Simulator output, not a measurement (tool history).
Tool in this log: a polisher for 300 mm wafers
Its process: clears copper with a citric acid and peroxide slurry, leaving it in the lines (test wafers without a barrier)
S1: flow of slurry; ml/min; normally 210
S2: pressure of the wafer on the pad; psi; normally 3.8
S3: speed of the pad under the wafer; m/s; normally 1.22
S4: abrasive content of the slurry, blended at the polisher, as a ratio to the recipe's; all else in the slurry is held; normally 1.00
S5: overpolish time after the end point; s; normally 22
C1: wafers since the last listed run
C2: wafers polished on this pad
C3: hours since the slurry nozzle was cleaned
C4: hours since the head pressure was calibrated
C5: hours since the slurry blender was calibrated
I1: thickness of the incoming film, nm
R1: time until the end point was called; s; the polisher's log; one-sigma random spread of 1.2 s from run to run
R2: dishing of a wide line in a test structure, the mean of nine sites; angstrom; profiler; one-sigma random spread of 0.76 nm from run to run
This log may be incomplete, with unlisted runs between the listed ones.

| run | day | S1 | S2 | S3 | S4 | S5 | C1 | C2 | C3 | C4 | C5 | I1 | R1 | R2 |
|---|---|---|---|---|---|---|---|---|---|---|---|---|---|---|
| 1 | 0.000 | 210 | 2.9 | 1.22 | 1.00 | 22 | 0 | 83 | 539.5 | 143.5 | 18.7 | 361.7 | 118.0 | 389 |
| 2 | 2.438 | 210 | 3.8 | 1.22 | 1.00 | 22 | 368 | 451 | 598.0 | 202.0 | 77.2 | 364.5 | 94.3 | 489 |
| 3 | 5.021 | 210 | 3.8 | 1.22 | 1.00 | 22 | 390 | 841 | 660.0 | 264.0 | 139.2 | 366.5 | 94.0 | 494 |
|  | 6.279 | slurry nozzle cleaned |
| 4 | 8.242 | 210 | 3.8 | 1.22 | 1.00 | 22 | 479 | 1321 | 47.1 | 341.3 | 216.5 | 359.9 | 93.2 | 479 |
| 5 | 12.308 | 210 | 3.8 | 1.22 | 1.00 | 22 | 613 | 1935 | 144.7 | 438.9 | 314.1 | 358.8 | 95.3 | 470 |
| 6 | 14.425 | 210 | 3.8 | 1.22 | 1.00 | 22 | 319 | 2254 | 195.5 | 489.7 | 364.9 | 360.6 | 97.2 | 465 |
| 7 | 16.758 | 210 | 3.8 | 1.22 | 1.00 | 22 | 352 | 2606 | 251.5 | 545.7 | 420.9 | 366.2 | 96.6 | 466 |
| 8 | 21.146 | 210 | 2.9 | 1.56 | 1.00 | 14 | 662 | 3269 | 356.8 | 651.0 | 526.2 | 367.2 | 107.0 | 290 |
|  | 22.212 | slurry blender recalibrated |
|  | 22.438 | head pressure recalibrated |
| 9 | 23.121 | 210 | 3.8 | 1.22 | 0.80 | 22 | 273 | 3542 | 404.2 | 16.4 | 21.8 | 359.3 | 106.1 | 432 |
|  | 23.317 | worn pad replaced by a new one |
| 10 | 26.404 | 210 | 3.8 | 1.22 | 1.00 | 22 | 470 | 466 | 483.0 | 95.2 | 100.6 | 364.0 | 92.0 | 496 |
|  | 30.425 | slurry nozzle cleaned |
| 11 | 30.625 | 140 | 3.8 | 1.22 | 1.00 | 22 | 630 | 1097 | 4.8 | 196.5 | 201.9 | 366.7 | 100.0 | 464 |
| 12 | 34.067 | 210 | 3.8 | 0.98 | 1.00 | 22 | 519 | 1616 | 87.4 | 279.1 | 284.5 | 358.3 | 113.8 | 422 |
| 13 | 37.304 | 210 | 2.8 | 1.22 | 1.10 | 22 | 488 | 2105 | 165.1 | 356.8 | 362.2 | 358.7 | 121.8 | 380 |
| 14 | 39.071 | 275 | 3.8 | 1.22 | 1.00 | 18 | 266 | 2372 | 207.5 | 399.2 | 404.6 | 360.6 | 92.2 | 415 |
| 15 | 41.517 | 210 | 3.8 | 1.22 | 1.00 | 22 | 369 | 2741 | 266.2 | 457.9 | 463.3 | 365.6 | 98.0 | 474 |
| 16 | 43.550 | 250 | 3.8 | 1.56 | 0.75 | 17 | 306 | 3048 | 315.0 | 506.7 | 512.1 | 363.5 | 85.4 | 424 |
| 17 | 46.967 | 210 | 2.9 | 1.56 | 1.00 | 14 | 515 | 3564 | 397.0 | 588.7 | 594.1 | 360.2 | 101.1 | 302 |
|  | 47.475 | worn pad replaced by a new one |
| 18 | 49.175 | 210 | 2.8 | 1.22 | 1.10 | 22 | 308 | 256 | 450.0 | 641.7 | 647.1 | 363.3 | 118.4 | 383 |
| 19 | 52.046 | 210 | 2.8 | 1.22 | 1.10 | 22 | 433 | 689 | 518.9 | 710.6 | 716.0 | 367.5 | 117.7 | 394 |
|  | 52.671 | slurry blender recalibrated |
|  | 52.871 | head pressure recalibrated |
| 20 | 54.850 | 185 | 3.8 | 1.22 | 1.00 | 22 | 398 | 1088 | 586.2 | 47.5 | 52.3 | 368.3 | 95.7 | 482 |
|  | 57.262 | slurry nozzle cleaned |
| 21 | 58.912 | 210 | 3.8 | 1.22 | 1.00 | 22 | 607 | 1695 | 39.6 | 145.0 | 149.8 | 362.2 | 92.9 | 479 |
| 22 | 61.996 | 255 | 5.0 | 0.96 | 1.00 | 22 | 465 | 2160 | 113.6 | 219.0 | 223.8 | 366.0 | 86.9 | 524 |
| 23 | 66.038 | 210 | 2.5 | 1.36 | 0.80 | 28 | 610 | 2770 | 210.6 | 316.0 | 320.8 | 363.3 | 145.1 | 405 |
| 24 | 68.338 | 210 | 3.8 | 1.22 | 1.00 | 22 | 347 | 3118 | 265.8 | 371.2 | 376.0 | 365.9 | 99.0 | 468 |
| 25 | 71.738 | 210 | 4.5 | 1.60 | 0.80 | 26 | 513 | 3631 | 347.4 | 452.8 | 457.6 | 363.6 | 69.2 | 688 |
|  | 75.854 | slurry blender recalibrated |
| 26 | 75.971 | 210 | 3.8 | 0.86 | 1.00 | 26 | 626 | 4257 | 449.0 | 554.4 | 2.8 | 370.2 | 135.6 | 403 |
|  | 77.604 | worn pad replaced by a new one |
| 27 | 78.196 | 170 | 3.8 | 1.52 | 0.90 | 17 | 310 | 89 | 502.4 | 607.8 | 56.2 | 365.4 | 82.8 | 432 |
|  | 82.112 | head pressure recalibrated |
| 28 | 87.479 | 275 | 3.8 | 1.22 | 1.00 | 9 | 1389 | 1478 | 725.2 | 128.8 | 279.0 | 365.5 | 90.5 | 230 |
|  | 88.967 | slurry nozzle cleaned |
| 29 | 90.171 | 210 | 3.3 | 1.22 | 1.00 | 22 | 400 | 1878 | 28.9 | 193.4 | 343.6 | 369.3 | 113.3 | 414 |

What if the next run were any one of these 3? Each begins from the tool's condition after run 29:
| A | 90.192 | 210 | 3.8 | 1.22 | 1.00 | 22 | 3 | 1881 | 29.4 | 193.9 | 344.1 | 359.5 | ? | ? |
| B | 90.192 | 210 | 4.3 | 1.22 | 1.00 | 22 | 3 | 1881 | 29.4 | 193.9 | 344.1 | 359.5 | ? | ? |
| C | 90.192 | 285 | 3.8 | 1.22 | 0.85 | 10 | 3 | 1881 | 29.4 | 193.9 | 344.1 | 359.5 | ? | ? |

| run | R1 | R2 |
|---|---|---|
| A | 93.0 | 484 |
| B | 82.3 | 537 |
| C | 95.4 | 239 |
Take away the tool's hidden state, keep each run's random variation, and the runs would have read:
| run | R1 | R2 |
|---|---|---|
| A | 86.2 | 514 |
| B | 76.4 | 569 |
| C | 88.4 | 256 |

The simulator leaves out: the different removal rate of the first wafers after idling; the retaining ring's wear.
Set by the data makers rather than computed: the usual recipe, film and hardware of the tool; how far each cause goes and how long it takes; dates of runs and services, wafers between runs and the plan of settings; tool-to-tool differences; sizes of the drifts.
